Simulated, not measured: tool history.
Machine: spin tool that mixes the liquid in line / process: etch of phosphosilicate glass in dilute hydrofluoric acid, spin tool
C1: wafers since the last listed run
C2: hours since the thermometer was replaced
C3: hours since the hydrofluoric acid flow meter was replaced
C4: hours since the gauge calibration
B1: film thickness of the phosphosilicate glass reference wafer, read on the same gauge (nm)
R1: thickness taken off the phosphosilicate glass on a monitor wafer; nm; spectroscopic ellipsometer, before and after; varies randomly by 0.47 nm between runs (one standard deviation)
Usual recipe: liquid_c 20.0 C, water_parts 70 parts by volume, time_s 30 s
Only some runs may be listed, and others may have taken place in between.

{"run": 1, "hour": 0.0, "liquid_c": 17.0, "water_parts": 70, "time_s": 30, "C1": 0, "C2": 2632.5, "C3": 954.8, "C4": 299.9, "B1": 50.0, "R1": 66.8}
{"run": 2, "hour": 63.2, "liquid_c": 17.0, "water_parts": 70, "time_s": 30, "C1": 485, "C2": 2695.7, "C3": 1018.0, "C4": 363.1, "B1": 50.0, "R1": 67.6}
{"run": 3, "hour": 114.4, "liquid_c": 17.0, "water_parts": 70, "time_s": 30, "C1": 393, "C2": 2746.9, "C3": 1069.2, "C4": 414.3, "B1": 50.01, "R1": 67.88}
{"run": 4, "hour": 139.5, "liquid_c": 23.5, "water_parts": 70, "time_s": 30, "C1": 192, "C2": 2772.0, "C3": 1094.3, "C4": 439.4, "B1": 49.99, "R1": 88.03}
{"run": 5, "hour": 177.3, "liquid_c": 20.0, "water_parts": 70, "time_s": 30, "C1": 290, "C2": 2809.8, "C3": 1132.1, "C4": 477.2, "B1": 50.01, "R1": 76.26}
{"run": 6, "hour": 203.1, "liquid_c": 20.0, "water_parts": 70, "time_s": 30, "C1": 198, "C2": 2835.6, "C3": 1157.9, "C4": 503.0, "B1": 50.0, "R1": 77.25}
{"run": 7, "hour": 254.1, "liquid_c": 20.0, "water_parts": 70, "time_s": 30, "C1": 392, "C2": 2886.6, "C3": 1208.9, "C4": 554.0, "B1": 50.01, "R1": 76.21}
{"hour": 281.4, "done": "thermometer replaced"}
{"hour": 283.6, "done": "gauge calibrated"}
{"hour": 311.9, "done": "hydrofluoric acid flow meter replaced"}
{"run": 8, "hour": 321.0, "liquid_c": 20.0, "water_parts": 70, "time_s": 30, "C1": 498, "C2": 39.6, "C3": 9.1, "C4": 37.4, "B1": 50.02, "R1": 75.77}
{"run": 9, "hour": 389.1, "liquid_c": 20.0, "water_parts": 65, "time_s": 30, "C1": 523, "C2": 107.7, "C3": 77.2, "C4": 105.5, "B1": 49.99, "R1": 82.56}
{"run": 10, "hour": 424.1, "liquid_c": 25.0, "water_parts": 85, "time_s": 40, "C1": 269, "C2": 142.7, "C3": 112.2, "C4": 140.5, "B1": 50.01, "R1": 99.74}
{"run": 11, "hour": 465.3, "liquid_c": 17.0, "water_parts": 85, "time_s": 35, "C1": 316, "C2": 183.9, "C3": 153.4, "C4": 181.7, "B1": 50.0, "R1": 63.56}
{"run": 12, "hour": 499.3, "liquid_c": 18.0, "water_parts": 70, "time_s": 30, "C1": 261, "C2": 217.9, "C3": 187.4, "C4": 215.7, "B1": 49.99, "R1": 70.53}
{"run": 13, "hour": 560.1, "liquid_c": 18.0, "water_parts": 70, "time_s": 30, "C1": 467, "C2": 278.7, "C3": 248.2, "C4": 276.5, "B1": 50.0, "R1": 70.09}
{"run": 14, "hour": 596.9, "liquid_c": 20.0, "water_parts": 70, "time_s": 30, "C1": 282, "C2": 315.5, "C3": 285.0, "C4": 313.3, "B1": 50.0, "R1": 76.55}
{"run": 15, "hour": 647.6, "liquid_c": 20.0, "water_parts": 60, "time_s": 50, "C1": 389, "C2": 366.2, "C3": 335.7, "C4": 364.0, "B1": 49.99, "R1": 148.94}
{"run": 16, "hour": 716.9, "liquid_c": 17.5, "water_parts": 90, "time_s": 50, "C1": 532, "C2": 435.5, "C3": 405.0, "C4": 433.3, "B1": 49.99, "R1": 87.29}
{"run": 17, "hour": 778.5, "liquid_c": 20.0, "water_parts": 70, "time_s": 30, "C1": 473, "C2": 497.1, "C3": 466.6, "C4": 494.9, "B1": 49.99, "R1": 76.17}
{"run": 18, "hour": 830.9, "liquid_c": 17.0, "water_parts": 70, "time_s": 15, "C1": 402, "C2": 549.5, "C3": 519.0, "C4": 547.3, "B1": 49.98, "R1": 34.04}

3 options for the next run, each taken on its own from the tool as it stands now. Forecast them:
{"run": "A", "hour": 831.3, "liquid_c": 20.0, "water_parts": 100, "time_s": 30, "C1": 3, "C2": 549.9, "C3": 519.4, "C4": 547.7, "B1": "?", "R1": "?"}
{"run": "B", "hour": 831.3, "liquid_c": 18.5, "water_parts": 95, "time_s": 30, "C1": 3, "C2": 549.9, "C3": 519.4, "C4": 547.7, "B1": "?", "R1": "?"}
{"run": "C", "hour": 831.3, "liquid_c": 20.0, "water_parts": 70, "time_s": 50, "C1": 3, "C2": 549.9, "C3": 519.4, "C4": 547.7, "B1": "?", "R1": "?"}

run=A B1=50.00 R1=51.76
run=B B1=50.00 R1=51.48
run=C B1=50.00 R1=127.53
Without the tool's hidden state the same runs would have given:
run=A R1=51.76
run=B R1=51.48
run=C R1=127.53
